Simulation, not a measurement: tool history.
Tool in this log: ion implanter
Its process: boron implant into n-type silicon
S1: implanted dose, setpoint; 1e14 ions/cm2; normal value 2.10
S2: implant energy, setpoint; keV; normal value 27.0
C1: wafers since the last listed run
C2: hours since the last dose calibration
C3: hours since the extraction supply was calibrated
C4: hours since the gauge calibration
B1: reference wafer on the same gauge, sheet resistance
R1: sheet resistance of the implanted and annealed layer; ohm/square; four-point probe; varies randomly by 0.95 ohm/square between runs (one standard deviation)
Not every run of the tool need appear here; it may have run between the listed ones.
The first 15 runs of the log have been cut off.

run 16 day=50.742 | S1=2.53 S2=18.5 | C1=837 C2=1016.9 C3=3269.4 C4=134.1 | B1=454.43 | R1=381.74
run 17 day=53.004 | S1=1.82 S2=27.0 | C1=672 C2=1071.2 C3=3323.7 C4=188.4 | B1=453.89 | R1=475.05
run 18 day=54.546 | S1=2.10 S2=31.0 | C1=458 C2=1108.2 C3=3360.7 C4=225.4 | B1=454.34 | R1=416.58
run 19 day=56.983 | S1=2.65 S2=27.0 | C1=724 C2=1166.7 C3=3419.2 C4=283.9 | B1=454.32 | R1=353.39
run 20 day=60.079 | S1=2.10 S2=27.0 | C1=920 C2=1241.0 C3=3493.5 C4=358.2 | B1=454.13 | R1=423.38
run 21 day=62.650 | S1=2.10 S2=27.0 | C1=763 C2=1302.7 C3=3555.2 C4=419.9 | B1=454.79 | R1=425.21
run 22 day=67.129 | S1=2.39 S2=23.5 | C1=1331 C2=1410.2 C3=3662.7 C4=527.4 | B1=455.00 | R1=390.65
run 23 day=70.108 | S1=1.86 S2=21.0 | C1=885 C2=1481.7 C3=3734.2 C4=598.9 | B1=455.75 | R1=484.14
run 24 day=72.417 | S1=1.68 S2=29.5 | C1=685 C2=1537.1 C3=3789.6 C4=654.3 | B1=455.71 | R1=500.56
-- day=73.071 Faraday cup replaced and dose calibrated
-- day=75.412 extraction supply calibrated
run 25 day=75.533 | S1=2.52 S2=32.5 | C1=728 C2=59.1 C3=2.9 C4=729.1 | B1=455.93 | R1=362.80
run 26 day=79.692 | S1=2.10 S2=20.5 | C1=1235 C2=158.9 C3=102.7 C4=828.9 | B1=456.76 | R1=440.85
run 27 day=83.750 | S1=2.72 S2=33.0 | C1=1206 C2=256.3 C3=200.1 C4=926.3 | B1=456.63 | R1=340.25
run 28 day=85.483 | S1=1.60 S2=27.0 | C1=515 C2=297.9 C3=241.7 C4=967.9 | B1=457.58 | R1=529.43
run 29 day=89.925 | S1=2.52 S2=32.5 | C1=1319 C2=404.5 C3=348.3 C4=1074.5 | B1=457.37 | R1=361.95
run 30 day=91.550 | S1=2.64 S2=27.0 | C1=482 C2=443.5 C3=387.3 C4=1113.5 | B1=457.50 | R1=354.47
run 31 day=94.058 | S1=1.86 S2=18.0 | C1=745 C2=503.7 C3=447.5 C4=1173.7 | B1=457.53 | R1=496.10
run 32 day=96.667 | S1=2.70 S2=30.0 | C1=775 C2=566.3 C3=510.1 C4=1236.3 | B1=457.71 | R1=346.39
run 33 day=100.917 | S1=2.33 S2=32.0 | C1=1262 C2=668.3 C3=612.1 C4=1338.3 | B1=458.29 | R1=388.07
run 34 day=105.238 | S1=2.10 S2=21.0 | C1=1284 C2=772.0 C3=715.8 C4=1442.0 | B1=458.17 | R1=440.66
run 35 day=106.758 | S1=1.69 S2=27.0 | C1=451 C2=808.5 C3=752.3 C4=1478.5 | B1=458.93 | R1=509.59
run 36 day=110.521 | S1=1.55 S2=18.5 | C1=1118 C2=898.8 C3=842.6 C4=1568.8 | B1=459.10 | R1=574.94

Below are 5 alternative next runs, each starting from the tool's condition after run 36. Predict each:
run A day=110.538 | S1=1.66 S2=27.0 | C1=4 C2=899.2 C3=843.0 C4=1569.2 | B1=? | R1=?
run B day=110.538 | S1=2.37 S2=31.5 | C1=4 C2=899.2 C3=843.0 C4=1569.2 | B1=? | R1=?
run C day=110.538 | S1=2.44 S2=22.0 | C1=4 C2=899.2 C3=843.0 C4=1569.2 | B1=? | R1=?
run D day=110.538 | S1=2.54 S2=27.0 | C1=4 C2=899.2 C3=843.0 C4=1569.2 | B1=? | R1=?
run E day=110.538 | S1=2.26 S2=20.0 | C1=4 C2=899.2 C3=843.0 C4=1569.2 | B1=? | R1=?

run=A B1=459.37 R1=514.97
run=B B1=459.37 R1=382.14
run=C B1=459.37 R1=388.85
run=D B1=459.37 R1=368.07
run=E B1=459.37 R1=418.35
Without the tool's unlogged condition, the same runs would have read:
run=A R1=506.99
run=B R1=376.22
run=C R1=382.82
run=D R1=362.36
run=E R1=411.86

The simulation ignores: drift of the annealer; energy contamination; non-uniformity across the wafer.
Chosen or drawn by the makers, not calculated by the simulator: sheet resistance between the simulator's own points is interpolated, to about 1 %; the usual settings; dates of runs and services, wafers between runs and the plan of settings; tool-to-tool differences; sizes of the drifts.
